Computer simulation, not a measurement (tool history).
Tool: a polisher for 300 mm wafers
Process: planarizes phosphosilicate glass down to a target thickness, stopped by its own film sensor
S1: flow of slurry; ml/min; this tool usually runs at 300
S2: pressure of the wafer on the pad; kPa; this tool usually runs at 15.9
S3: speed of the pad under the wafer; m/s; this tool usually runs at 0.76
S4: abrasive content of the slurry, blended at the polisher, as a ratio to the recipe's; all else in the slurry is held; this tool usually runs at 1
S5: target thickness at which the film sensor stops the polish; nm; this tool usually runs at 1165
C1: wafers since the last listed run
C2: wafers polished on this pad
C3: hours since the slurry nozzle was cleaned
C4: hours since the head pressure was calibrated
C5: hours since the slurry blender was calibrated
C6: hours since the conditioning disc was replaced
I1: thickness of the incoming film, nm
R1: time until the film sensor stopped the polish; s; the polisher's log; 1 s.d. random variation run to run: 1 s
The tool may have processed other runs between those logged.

run,hour,S1,S2,S3,S4,S5,C1,C2,C3,C4,C5,C6,I1,R1
1,0,300,15.9,0.76,1,1240,0,454,198.7,120.6,128.7,242.4,1615.5,64.9
2,25.4,300,15.9,0.76,1,1240,254,708,224.1,146,154.1,267.8,1615.3,65.3
# hour 57.9: slurry blender recalibrated
3,59.1,300,15.9,0.76,1,1240,317,1025,257.8,179.7,1.2,301.5,1617.7,65.2
4,92.3,300,15.9,0.76,1,1165,332,1357,291,212.9,34.4,334.7,1649.1,84
# hour 114.4: slurry nozzle cleaned
5,119.3,300,15.9,0.76,1,1165,260,1617,4.9,239.9,61.4,361.7,1667.4,86.6
# hour 134: worn pad replaced by a new one
6,151.8,245,15.9,0.76,1,1165,285,177,37.4,272.4,93.9,394.2,1664.8,89
7,174.5,300,15.9,0.76,1,1165,227,404,60.1,295.1,116.6,416.9,1638.8,82.6
8,202.2,300,15.9,0.76,1,1165,277,681,87.8,322.8,144.3,444.6,1622.1,78.8
# hour 224.6: slurry blender recalibrated
9,232.6,300,15.9,0.76,1,1165,284,965,118.2,353.2,8,475,1620.8,78.3
10,266.1,300,15.9,0.76,1,1165,335,1300,151.7,386.7,41.5,508.5,1628.7,80.2
11,288.2,300,15.9,0.76,1,1165,221,1521,173.8,408.8,63.6,530.6,1627.4,80.3
# hour 303.9: worn pad replaced by a new one
12,304.4,300,15.9,0.88,1,1165,122,5,190,425,79.8,546.8,1616.6,70.4
13,316.1,300,15.9,0.76,0.8,1165,117,122,201.7,436.7,91.5,558.5,1629,89
14,351.5,300,15.9,0.76,1,1046,354,476,237.1,472.1,126.9,593.9,1666.1,108.9
# hour 384: conditioning disc replaced and pad reconditioned
15,384.5,300,15.9,0.76,1,1165,310,786,270.1,505.1,159.9,0.5,1649.6,84.9
# hour 401.6: slurry blender recalibrated
# hour 403.4: slurry nozzle cleaned
16,414,300,15.9,0.62,0.85,1055,265,1051,10.6,534.6,12.4,30,1631.5,125.8
# hour 419.4: head pressure recalibrated
17,449.4,300,15.9,0.76,1,1235,334,1385,46,30,47.8,65.4,1668.6,73.8
18,468.6,300,15.9,0.76,0.85,1282,192,1577,65.2,49.2,67,84.6,1657.6,69.5
# hour 478.1: worn pad replaced by a new one
19,503,205,13.8,0.88,0.85,1165,304,249,99.6,83.6,101.4,119,1610.4,90.3
20,522.8,300,15.9,0.76,0.85,1046,198,447,119.4,103.4,121.2,138.8,1666,118.2
21,553.3,300,20,0.76,1,1165,305,752,149.9,133.9,151.7,169.3,1647.5,66.6
22,582.2,300,15.9,0.86,1.25,1165,289,1041,178.8,162.8,180.6,198.2,1642.4,68.5
# hour 589: slurry blender recalibrated
23,598.2,300,15.9,0.76,1,1165,140,1181,194.8,178.8,9.2,214.2,1630.6,81.5
# hour 625.2: worn pad replaced by a new one
24,625.7,215,17.9,0.76,0.85,1165,235,4,222.3,206.3,36.7,241.7,1652.6,86.3
25,659.7,300,15.9,0.76,1,1240,340,344,256.3,240.3,70.7,275.7,1671,74.8

List, for all runs, the conditions of the tool that the log does not record:
removal rate lost through wear of the pad, %: 0, the same for each run
slurry flow missing at the pad, %: 0, the same for each run
deviation of the head's pressure from its setpoint, %: 0, the same for each run
abrasive missing from the slurry, %: 0, the same for each run
time polished since the conditioner stopped cutting, s: 0, the same for each run

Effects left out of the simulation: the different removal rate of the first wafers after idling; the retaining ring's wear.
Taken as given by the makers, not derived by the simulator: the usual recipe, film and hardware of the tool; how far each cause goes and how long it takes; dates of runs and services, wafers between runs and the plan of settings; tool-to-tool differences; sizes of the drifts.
